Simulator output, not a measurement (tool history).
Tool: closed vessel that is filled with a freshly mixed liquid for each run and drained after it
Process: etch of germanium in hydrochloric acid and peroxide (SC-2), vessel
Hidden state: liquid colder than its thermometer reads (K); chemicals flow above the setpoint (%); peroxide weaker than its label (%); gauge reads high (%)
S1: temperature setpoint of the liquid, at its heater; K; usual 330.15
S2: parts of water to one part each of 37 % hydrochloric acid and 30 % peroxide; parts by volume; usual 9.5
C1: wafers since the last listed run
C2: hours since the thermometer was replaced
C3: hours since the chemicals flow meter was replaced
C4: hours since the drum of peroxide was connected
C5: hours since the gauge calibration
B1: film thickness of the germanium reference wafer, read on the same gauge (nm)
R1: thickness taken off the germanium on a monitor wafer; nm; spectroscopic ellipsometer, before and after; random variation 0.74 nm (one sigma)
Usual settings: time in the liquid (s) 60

run 1 hour=0.0 | S1=330.15 S2=9.5 time_in_the_liquid_(s)=60 | C1=0 C2=1473.2 C3=1736.9 C4=630.8 C5=88.6 | B1=79.98 | R1=151.30
run 2 hour=7.9 | S1=330.15 S2=9.5 time_in_the_liquid_(s)=60 | C1=488 C2=1481.1 C3=1744.8 C4=638.7 C5=96.5 | B1=79.96 | R1=151.50
run 3 hour=14.3 | S1=330.15 S2=9.5 time_in_the_liquid_(s)=60 | C1=395 C2=1487.5 C3=1751.2 C4=645.1 C5=102.9 | B1=79.97 | R1=150.45
run 4 hour=31.4 | S1=330.15 S2=9.5 time_in_the_liquid_(s)=60 | C1=1057 C2=1504.6 C3=1768.3 C4=662.2 C5=120.0 | B1=80.03 | R1=152.05
run 5 hour=38.3 | S1=330.15 S2=9.5 time_in_the_liquid_(s)=60 | C1=426 C2=1511.5 C3=1775.2 C4=669.1 C5=126.9 | B1=80.01 | R1=152.23
run 6 hour=51.9 | S1=330.15 S2=9.5 time_in_the_liquid_(s)=60 | C1=841 C2=1525.1 C3=1788.8 C4=682.7 C5=140.5 | B1=80.02 | R1=151.50
run 7 hour=60.5 | S1=330.15 S2=9.5 time_in_the_liquid_(s)=80 | C1=532 C2=1533.7 C3=1797.4 C4=691.3 C5=149.1 | B1=79.96 | R1=201.44
run 8 hour=71.6 | S1=330.15 S2=9.5 time_in_the_liquid_(s)=80 | C1=686 C2=1544.8 C3=1808.5 C4=702.4 C5=160.2 | B1=80.02 | R1=203.11
run 9 hour=80.7 | S1=330.15 S2=9.5 time_in_the_liquid_(s)=60 | C1=562 C2=1553.9 C3=1817.6 C4=711.5 C5=169.3 | B1=79.99 | R1=151.89
run 10 hour=97.9 | S1=330.15 S2=9.5 time_in_the_liquid_(s)=60 | C1=1064 C2=1571.1 C3=1834.8 C4=728.7 C5=186.5 | B1=80.00 | R1=152.40
run 11 hour=110.3 | S1=330.15 S2=9.5 time_in_the_liquid_(s)=60 | C1=767 C2=1583.5 C3=1847.2 C4=741.1 C5=198.9 | B1=79.99 | R1=150.04
run 12 hour=116.8 | S1=330.15 S2=9.5 time_in_the_liquid_(s)=60 | C1=402 C2=1590.0 C3=1853.7 C4=747.6 C5=205.4 | B1=79.99 | R1=151.49
run 13 hour=124.1 | S1=330.15 S2=9.5 time_in_the_liquid_(s)=60 | C1=451 C2=1597.3 C3=1861.0 C4=754.9 C5=212.7 | B1=80.00 | R1=153.03
-- hour=126.2 new drum of peroxide connected
run 14 hour=135.9 | S1=330.15 S2=9.5 time_in_the_liquid_(s)=60 | C1=668 C2=1609.1 C3=1872.8 C4=9.7 C5=224.5 | B1=80.02 | R1=150.46
run 15 hour=153.1 | S1=330.15 S2=12.5 time_in_the_liquid_(s)=50 | C1=1064 C2=1626.3 C3=1890.0 C4=26.9 C5=241.7 | B1=80.02 | R1=122.26
-- hour=163.7 gauge calibrated
run 16 hour=164.6 | S1=330.15 S2=7.5 time_in_the_liquid_(s)=60 | C1=711 C2=1637.8 C3=1901.5 C4=38.4 C5=0.9 | B1=80.03 | R1=153.66
-- hour=182.3 chemicals flow meter replaced
run 17 hour=182.8 | S1=338.15 S2=8.0 time_in_the_liquid_(s)=90 | C1=1064 C2=1656.0 C3=0.5 C4=56.6 C5=19.1 | B1=80.05 | R1=291.51
run 18 hour=192.9 | S1=330.15 S2=9.5 time_in_the_liquid_(s)=60 | C1=624 C2=1666.1 C3=10.6 C4=66.7 C5=29.2 | B1=80.02 | R1=150.41
-- hour=196.5 thermometer replaced
run 19 hour=203.3 | S1=336.65 S2=7.5 time_in_the_liquid_(s)=80 | C1=581 C2=6.8 C3=21.0 C4=77.1 C5=39.6 | B1=79.99 | R1=252.17
run 20 hour=221.2 | S1=336.15 S2=14.0 time_in_the_liquid_(s)=60 | C1=1107 C2=24.7 C3=38.9 C4=95.0 C5=57.5 | B1=80.01 | R1=171.18
run 21 hour=230.3 | S1=330.15 S2=9.5 time_in_the_liquid_(s)=60 | C1=562 C2=33.8 C3=48.0 C4=104.1 C5=66.6 | B1=80.02 | R1=152.16
run 22 hour=239.0 | S1=330.15 S2=9.5 time_in_the_liquid_(s)=95 | C1=538 C2=42.5 C3=56.7 C4=112.8 C5=75.3 | B1=80.00 | R1=240.35
run 23 hour=246.4 | S1=330.15 S2=6.5 time_in_the_liquid_(s)=60 | C1=457 C2=49.9 C3=64.1 C4=120.2 C5=82.7 | B1=80.00 | R1=155.56
run 24 hour=258.4 | S1=339.15 S2=5.0 time_in_the_liquid_(s)=45 | C1=742 C2=61.9 C3=76.1 C4=132.2 C5=94.7 | B1=80.02 | R1=154.95
run 25 hour=273.9 | S1=336.15 S2=12.0 time_in_the_liquid_(s)=80 | C1=958 C2=77.4 C3=91.6 C4=147.7 C5=110.2 | B1=80.04 | R1=232.48
run 26 hour=280.8 | S1=333.15 S2=14.5 time_in_the_liquid_(s)=75 | C1=426 C2=84.3 C3=98.5 C4=154.6 C5=117.1 | B1=79.98 | R1=196.78
run 27 hour=296.5 | S1=339.15 S2=9.5 time_in_the_liquid_(s)=70 | C1=971 C2=100.0 C3=114.2 C4=170.3 C5=132.8 | B1=80.03 | R1=231.41
run 28 hour=307.1 | S1=321.15 S2=7.5 time_in_the_liquid_(s)=60 | C1=655 C2=110.6 C3=124.8 C4=180.9 C5=143.4 | B1=80.03 | R1=116.51

Run 29 comes next. What will it give?
run 29 hour=321.9 | S1=330.15 S2=9.5 time_in_the_liquid_(s)=60 | C1=915 C2=125.4 C3=139.6 C4=195.7 C5=158.2 | B1=? | R1=?

Run 29 gave B1 79.98, R1 152.04 nm.
Without the tool's hidden state the same run would have given R1 152.04 nm.
